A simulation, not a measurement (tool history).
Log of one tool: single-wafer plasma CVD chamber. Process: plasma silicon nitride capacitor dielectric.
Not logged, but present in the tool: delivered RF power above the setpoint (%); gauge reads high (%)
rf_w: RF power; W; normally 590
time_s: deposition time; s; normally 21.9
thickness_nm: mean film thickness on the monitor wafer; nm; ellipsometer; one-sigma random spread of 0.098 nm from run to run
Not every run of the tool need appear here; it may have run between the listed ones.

run,hour,rf_w,time_s,wafers since the last listed run,hours since the last RF generator calibration,hours since the showerhead was replaced,hours since the gauge calibration,"read-back reference wafer on the same gauge, thickness_nm",thickness_nm
1,0.0,590,21.9,0,1329.9,3445.8,13.4,36.165,32.416
2,113.1,590,21.9,3296,1443.0,3558.9,126.5,36.478,32.599
3,162.7,590,21.9,1445,1492.6,3608.5,176.1,36.547,32.667
4,188.9,590,21.9,763,1518.8,3634.7,202.3,36.615,32.782
5,251.9,590,21.9,1836,1581.8,3697.7,265.3,36.649,32.868
6,304.1,590,21.9,1521,1634.0,3749.9,317.5,36.763,32.772
7,349.9,590,21.9,1335,1679.8,3795.7,363.3,36.811,33.107
8,405.1,590,21.9,1609,1735.0,3850.9,418.5,36.873,32.997
9,457.9,590,21.9,1539,1787.8,3903.7,471.3,36.940,33.159
10,513.2,545,23.8,1611,1843.1,3959.0,526.6,36.978,34.346
11,562.0,635,21.9,1422,1891.9,4007.8,575.4,36.951,34.249
12,625.1,590,21.9,1839,1955.0,4070.9,638.5,36.981,32.940
13,670.1,590,21.9,1311,2000.0,4115.9,683.5,37.000,33.170
14,731.0,590,23.2,1775,2060.9,4176.8,744.4,37.062,35.085
15,776.3,590,23.2,1320,2106.2,4222.1,789.7,37.052,35.039
16,838.5,590,18.7,1813,2168.4,4284.3,851.9,37.091,28.415
17,876.7,590,25.0,1113,2206.6,4322.5,890.1,37.061,38.068
# hour 943.5: RF generator calibrated
18,944.0,590,25.0,1728,0.5,4389.8,957.4,37.100,37.924
# hour 978.2: gauge calibrated
19,981.3,590,25.0,1087,37.8,4427.1,3.1,36.123,37.179
20,1014.3,590,21.9,961,70.8,4460.1,36.1,36.168,32.437
21,1058.0,590,21.9,1273,114.5,4503.8,79.8,36.320,32.476
22,1123.4,645,25.9,1906,179.9,4569.2,145.2,36.440,40.319
23,1167.9,590,21.9,1297,224.4,4613.7,189.7,36.548,32.672
24,1227.4,545,23.8,1734,283.9,4673.2,249.2,36.602,34.270
25,1266.5,590,21.9,1139,323.0,4712.3,288.3,36.642,32.994
26,1337.2,640,23.6,2060,393.7,4783.0,359.0,36.758,37.019
27,1385.7,695,21.9,1413,442.2,4831.5,407.5,36.783,35.641
28,1428.3,490,24.2,1241,484.8,4874.1,450.1,36.850,32.986
29,1463.3,640,18.7,1020,519.8,4909.1,485.1,36.882,29.521
30,1511.6,480,24.5,1407,568.1,4957.4,533.4,36.899,33.126
31,1553.1,590,21.9,1209,609.6,4998.9,574.9,36.920,33.107
# hour 1569.8: showerhead replaced
32,1610.7,650,23.1,1445,667.2,40.9,632.5,36.923,36.774
33,1660.0,590,18.3,1437,716.5,90.2,681.8,36.949,27.618
34,1715.3,670,18.8,1611,771.8,145.5,737.1,36.979,30.374
35,1746.2,590,18.6,900,802.7,176.4,768.0,37.018,28.274
36,1794.0,700,20.4,1393,850.5,224.2,815.8,37.054,33.601
37,1856.6,660,21.9,1824,913.1,286.8,878.4,37.050,35.057
38,1936.7,495,23.1,2334,993.2,366.9,958.5,37.032,31.965
# hour 1938.3: gauge calibrated
39,1964.4,655,25.5,807,1020.9,394.6,26.1,36.197,39.726
40,2001.3,590,21.9,1075,1057.8,431.5,63.0,36.290,32.244
41,2027.8,480,24.8,772,1084.3,458.0,89.5,36.325,32.877
42,2067.6,590,21.9,1160,1124.1,497.8,129.3,36.416,32.464
43,2115.9,670,21.9,1407,1172.4,546.1,177.6,36.502,34.788

Alternative continuations, all from the tool just after run 43; predict every row:
A,2116.3,590,21.9,11,1172.8,546.5,178.0,?,?
B,2116.3,670,23.3,11,1172.8,546.5,178.0,?,?
C,2116.3,645,21.9,11,1172.8,546.5,178.0,?,?

run,"read-back reference wafer on the same gauge, thickness_nm",thickness_nm
A,36.518,32.675
B,36.518,36.996
C,36.518,34.150
The same runs, with their run-to-run variation unchanged, on a tool lacking any hidden condition would have given:
run,thickness_nm
A,32.317
B,36.591
C,33.775
